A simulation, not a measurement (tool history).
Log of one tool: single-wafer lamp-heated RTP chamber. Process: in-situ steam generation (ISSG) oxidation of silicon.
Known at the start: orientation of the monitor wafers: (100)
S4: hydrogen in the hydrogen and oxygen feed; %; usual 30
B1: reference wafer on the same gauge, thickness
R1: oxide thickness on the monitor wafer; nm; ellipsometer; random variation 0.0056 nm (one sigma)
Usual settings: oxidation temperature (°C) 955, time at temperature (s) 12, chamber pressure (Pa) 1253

run 1 hour=0 | oxidation_temperature_(°C)=955 time_at_temperature_(s)=12 chamber_pressure_(Pa)=1253 S4=32 | B1=4.391 | R1=3.852
run 2 hour=27.5 | oxidation_temperature_(°C)=955 time_at_temperature_(s)=12 chamber_pressure_(Pa)=1253 S4=32 | B1=4.389 | R1=3.842
run 3 hour=44.1 | oxidation_temperature_(°C)=948 time_at_temperature_(s)=12 chamber_pressure_(Pa)=1253 S4=30 | B1=4.393 | R1=3.711
run 4 hour=140.5 | oxidation_temperature_(°C)=967 time_at_temperature_(s)=12 chamber_pressure_(Pa)=1253 S4=30 | B1=4.388 | R1=3.907
run 5 hour=160.4 | oxidation_temperature_(°C)=967 time_at_temperature_(s)=12 chamber_pressure_(Pa)=1253 S4=30 | B1=4.39 | R1=3.911
run 6 hour=241.2 | oxidation_temperature_(°C)=955 time_at_temperature_(s)=12 chamber_pressure_(Pa)=1253 S4=30 | B1=4.392 | R1=3.788
run 7 hour=270.4 | oxidation_temperature_(°C)=968 time_at_temperature_(s)=12 chamber_pressure_(Pa)=1253 S4=30 | B1=4.39 | R1=3.931
run 8 hour=287.5 | oxidation_temperature_(°C)=968 time_at_temperature_(s)=12 chamber_pressure_(Pa)=1253 S4=30 | B1=4.389 | R1=3.924
run 9 hour=321 | oxidation_temperature_(°C)=955 time_at_temperature_(s)=12 chamber_pressure_(Pa)=1253 S4=30 | B1=4.39 | R1=3.799
run 10 hour=336.2 | oxidation_temperature_(°C)=938 time_at_temperature_(s)=17 chamber_pressure_(Pa)=1253 S4=22 | B1=4.392 | R1=3.847
run 11 hour=362.5 | oxidation_temperature_(°C)=939 time_at_temperature_(s)=12 chamber_pressure_(Pa)=1120 S4=32 | B1=4.39 | R1=3.779
-- hour=373.7 gauge calibrated
run 12 hour=377.3 | oxidation_temperature_(°C)=955 time_at_temperature_(s)=15 chamber_pressure_(Pa)=1253 S4=30 | B1=4.391 | R1=4.135
-- hour=411.7 hydrogen flow controller replaced
run 13 hour=412.3 | oxidation_temperature_(°C)=955 time_at_temperature_(s)=12 chamber_pressure_(Pa)=1253 S4=32 | B1=4.389 | R1=3.866
-- hour=430.9 pressure gauge zeroed
run 14 hour=436.5 | oxidation_temperature_(°C)=955 time_at_temperature_(s)=12 chamber_pressure_(Pa)=1253 S4=30 | B1=4.389 | R1=3.801
-- hour=455.9 pyrometer window cleaned and pyrometer calibrated
run 15 hour=465.4 | oxidation_temperature_(°C)=955 time_at_temperature_(s)=9 chamber_pressure_(Pa)=1120 S4=30 | B1=4.39 | R1=3.442
run 16 hour=540 | oxidation_temperature_(°C)=955 time_at_temperature_(s)=16 chamber_pressure_(Pa)=1253 S4=30 | B1=4.39 | R1=4.179
run 17 hour=565.4 | oxidation_temperature_(°C)=942 time_at_temperature_(s)=12 chamber_pressure_(Pa)=1253 S4=32 | B1=4.387 | R1=3.695
run 18 hour=582.3 | oxidation_temperature_(°C)=970 time_at_temperature_(s)=8 chamber_pressure_(Pa)=1253 S4=30 | B1=4.389 | R1=3.349
run 19 hour=609.8 | oxidation_temperature_(°C)=955 time_at_temperature_(s)=12 chamber_pressure_(Pa)=1107 S4=30 | B1=4.391 | R1=3.827

Forecast each of these 5 alternatives for the next run:
run A hour=610.2 | oxidation_temperature_(°C)=955 time_at_temperature_(s)=12 chamber_pressure_(Pa)=1360 S4=30 | B1=? | R1=?
run B hour=610.2 | oxidation_temperature_(°C)=947 time_at_temperature_(s)=15 chamber_pressure_(Pa)=1067 S4=23 | B1=? | R1=?
run C hour=610.2 | oxidation_temperature_(°C)=971 time_at_temperature_(s)=12 chamber_pressure_(Pa)=1253 S4=30 | B1=? | R1=?
run D hour=610.2 | oxidation_temperature_(°C)=962 time_at_temperature_(s)=12 chamber_pressure_(Pa)=1200 S4=30 | B1=? | R1=?
run E hour=610.2 | oxidation_temperature_(°C)=970 time_at_temperature_(s)=10 chamber_pressure_(Pa)=1253 S4=30 | B1=? | R1=?

run=A B1=4.391 R1=3.686
run=B B1=4.391 R1=3.808
run=C B1=4.391 R1=3.926
run=D B1=4.391 R1=3.861
run=E B1=4.391 R1=3.654
Without the tool's hidden state the same runs would have given:
run=A R1=3.67
run=B R1=3.79
run=C R1=3.907
run=D R1=3.843
run=E R1=3.638

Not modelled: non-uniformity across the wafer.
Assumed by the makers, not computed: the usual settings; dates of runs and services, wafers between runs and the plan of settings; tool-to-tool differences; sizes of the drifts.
